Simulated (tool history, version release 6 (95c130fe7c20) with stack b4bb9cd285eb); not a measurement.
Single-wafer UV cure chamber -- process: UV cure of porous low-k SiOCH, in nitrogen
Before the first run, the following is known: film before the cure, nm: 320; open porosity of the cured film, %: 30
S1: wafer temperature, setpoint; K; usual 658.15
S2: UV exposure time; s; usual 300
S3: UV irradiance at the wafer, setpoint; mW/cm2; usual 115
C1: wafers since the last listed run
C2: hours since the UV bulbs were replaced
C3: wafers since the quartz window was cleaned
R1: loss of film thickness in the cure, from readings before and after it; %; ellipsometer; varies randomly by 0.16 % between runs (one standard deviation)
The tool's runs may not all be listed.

run    hour      S1   S2   S3   C1      C2    C3      R1
  1       0  658.15  300  101    0   887.2    20  15.421
  2    37.9  658.15  300  101  208   925.1   228  15.724
  3   169.7  651.15  300  115  724  1056.9   953  16.182
  4   195.8  651.15  300  115  143    1083  1096   15.94
  5   235.1  658.15  300  115  215  1122.3  1312  16.125
  6   283.1  658.15  300  115  263  1170.3  1576    16.3
  7   350.2  658.15  300  115  368  1237.4  1945  16.221
  8   397.6  658.15  375  125  260  1284.8  2205  17.649
  9   429.3  658.15  375  125  174  1316.5  2380  17.875
 10   493.6  658.15  375  125  353  1380.8  2733  17.931
 11   531.2  673.15  300  115  206  1418.4  2940  16.682
 12   597.7  673.15  300  115  365  1484.9  3305  16.273
      627.4  -- quartz window cleaned
 13   635.7  673.15  300  115  164  1522.9    45  16.496
 14   660.7  658.15  300  115  137  1547.9   183  16.347
 15   730.4  658.15  300  115  383  1617.6   566  16.117
 16   873.9  658.15  300  115  788  1761.1  1355  16.275
 17   943.6  658.15  300  115  383  1830.8  1738  16.033
 18   993.1  658.15  300  115  272  1880.3  2010  16.044
     1014.8  -- UV bulbs replaced
 19    1042  658.15  255  115  224    27.2  2234   13.87
 20  1074.1  658.15  300  115  176    59.3  2411  14.557
 21  1180.9  658.15  300   99  586   166.1  2998  13.643
     1203.8  -- quartz window cleaned
 22  1351.9  658.15  300   87  895   337.1   813  12.563
 23    1381  652.15  300  115  159   366.2   973  13.886
       1393  -- UV bulbs replaced, repeated, since the last time left the tool worse
 24  1444.4  642.15  140  115  304    51.4  1278  12.698
 25  1493.6  658.15  300  115  270   100.6  1548   17.04
 26    1559  658.15  300  115  359     166  1907  17.207
 27    1626  658.15  300  115  368     233  2276  16.843
 28  1736.1  642.15  140  115  605   343.1  2881  12.177
 29  1781.8  658.15  200  115  251   388.8  3132  14.485
 30  1853.1  658.15  215  115  391   460.1  3524  14.924
 31  1881.1  653.15  205  115  153   488.1  3678  14.253
     1916.3  -- quartz window cleaned
 32  1945.7  644.15  300  141  311   552.7   161  17.593
 33  1982.6  658.15  300  115  202   589.6   364  16.686
 34  2038.1  658.15  300   77  305   645.1   669  14.199
 35  2102.2  651.15  405   90  352   709.2  1021  16.596
 36  2195.8  643.15  130  151  514   802.8  1536  12.703
 37  2241.4  658.15  300  115  250   848.4  1786  16.428
 38  2270.9  658.15  420  134  162   877.9  1948  18.979
 39  2312.8  664.15  300  143  230   919.8  2179  17.962

Each row is a separate what-if for the run after 39, all from the same tool condition, not one after another. Results?
  A  2313.3  658.15  300  115   2  920.3  2182   ?
  B  2313.3  672.15  455  131   2  920.3  2182   ?
  C  2313.3  658.15  435   86   2  920.3  2182   ?

run      R1
  A  16.348
  B  19.899
  C  16.818
With no hidden state in the tool, these same runs would have given:
run      R1
  A  17.572
  B  21.154
  C  18.049
